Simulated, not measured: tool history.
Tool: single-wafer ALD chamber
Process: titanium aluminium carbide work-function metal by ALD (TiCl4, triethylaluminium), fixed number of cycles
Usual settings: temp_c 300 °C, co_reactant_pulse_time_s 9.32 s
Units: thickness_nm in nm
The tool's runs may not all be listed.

run   hour  temp_c  co_reactant_pulse_time_s  wafers since the last listed run  hours since the last thermocouple change  hours since the last triethylaluminium bottle change  hours since the showerhead was replaced  hours since the gauge calibration  read-back reference wafer on the same gauge, thickness_nm  thickness_nm
  1      0     300                      9.32                                 0                                    1982.6                                                 382.2                                     4555                              307.9                                                      2.226         1.852
  2   13.3     300                      7.73                               177                                    1995.9                                                 395.5                                   4568.3                              321.2                                                      2.227         1.772
  3   21.6     300                      9.32                               110                                    2004.2                                                 403.8                                   4576.6                              329.5                                                      2.233         1.846
  4   28.4     300                      9.32                                90                                      2011                                                 410.6                                   4583.4                              336.3                                                      2.226         1.825
  5   41.6     300                      9.32                               176                                    2024.2                                                 423.8                                   4596.6                              349.5                                                      2.233          1.84
  6   52.5     300                      9.32                               145                                    2035.1                                                 434.7                                   4607.5                              360.4                                                       2.23         1.852
  7   70.4     296                     12.07                               239                                      2053                                                 452.6                                   4625.4                              378.3                                                      2.235         1.853
     106.1  -- triethylaluminium bottle replaced
  8  106.6     296                     12.07                               377                                    2089.2                                                   0.5                                   4661.6                              414.5                                                      2.232         1.905
  9  109.9     296                     12.07                                44                                    2092.5                                                   3.8                                   4664.9                              417.8                                                      2.229         1.886
     124.1  -- showerhead replaced, of another model than before
 10  127.2     288                      6.01                               124                                    2109.8                                                  21.1                                      3.1                              435.1                                                      2.228         1.593
 11  134.9     305                     10.42                               102                                    2117.5                                                  28.8                                     10.8                              442.8                                                      2.228         1.928
 12  147.9     292                     11.13                               173                                    2130.5                                                  41.8                                     23.8                              455.8                                                      2.229         1.848
     184.6  -- thermocouple changed; heater temperature recalibrated
 13  194.9     291                     12.61                               521                                      10.3                                                  88.8                                     70.8                              502.8                                                      2.229         1.837
 14  209.3     300                      9.32                               192                                      24.7                                                 103.2                                     85.2                              517.2                                                      2.231         1.862
 15    223     300                      9.32                               183                                      38.4                                                 116.9                                     98.9                              530.9                                                      2.229         1.838
 16  234.9     300                      9.32                               159                                      50.3                                                 128.8                                    110.8                              542.8                                                      2.225          1.85
     241.8  -- gauge calibrated
 17  266.6     290                      6.17                               423                                        82                                                 160.5                                    142.5                               24.8                                                      2.231         1.577
 18  276.6     291                     11.77                               133                                        92                                                 170.5                                    152.5                               34.8                                                      2.229         1.827
 19  285.9     300                      5.78                               124                                     101.3                                                 179.8                                    161.8                               44.1                                                      2.231         1.603
 20  293.9     300                     10.58                               106                                     109.3                                                 187.8                                    169.8                               52.1                                                      2.231          1.86
 21  307.4     288                      9.32                               180                                     122.8                                                 201.3                                    183.3                               65.6                                                      2.231         1.765
 22  317.1     300                      9.32                               129                                     132.5                                                   211                                      193                               75.3                                                      2.232         1.841
 23  326.4     287                     11.08                               124                                     141.8                                                 220.3                                    202.3                               84.6                                                      2.225         1.807
 24  333.7     290                     11.25                                97                                     149.1                                                 227.6                                    209.6                               91.9                                                       2.23         1.829
 25  342.2     300                      9.32                               113                                     157.6                                                 236.1                                    218.1                              100.4                                                       2.23         1.825
 26  349.2     300                     11.35                                93                                     164.6                                                 243.1                                    225.1                              107.4                                                      2.232         1.879
 27    358     300                      9.32                               117                                     173.4                                                 251.9                                    233.9                              116.2                                                      2.228         1.837
 28  364.5     310                     10.45                                86                                     179.9                                                 258.4                                    240.4                              122.7                                                       2.23         1.928
 29  374.7     300                      9.32                               136                                     190.1                                                 268.6                                    250.6                              132.9                                                      2.233         1.837
 30  383.6     305                     12.77                               119                                       199                                                 277.5                                    259.5                              141.8                                                      2.232         1.946
 31  391.1     305                      9.32                               100                                     206.5                                                   285                                      267                              149.3                                                      2.229         1.867
 32  400.3     300                      9.32                               123                                     215.7                                                 294.2                                    276.2                              158.5                                                      2.234         1.834

The tool's hidden state at each run:
wafer temperature above the value expected at the setpoint (K): 0 in every run
gauge reads high (%): 0 in every run
H1: triethylaluminium dose above that of a fresh bottle (%)
run      H1
  1   -12.7
  2   -12.8
  3   -12.9
  4     -13
  5   -13.1
  6   -13.2
  7   -13.3
  8  -0.658
  9  -0.914
 10   -2.18
 11   -2.71
 12   -3.55
 13   -6.14
 14   -6.81
 15    -7.4
 16   -7.87
 17      -9
 18   -9.32
 19    -9.6
 20   -9.83
 21   -10.2
 22   -10.4
 23   -10.7
 24   -10.8
 25     -11
 26   -11.2
 27   -11.4
 28   -11.5
 29   -11.7
 30   -11.8
 31     -12
 32   -12.1
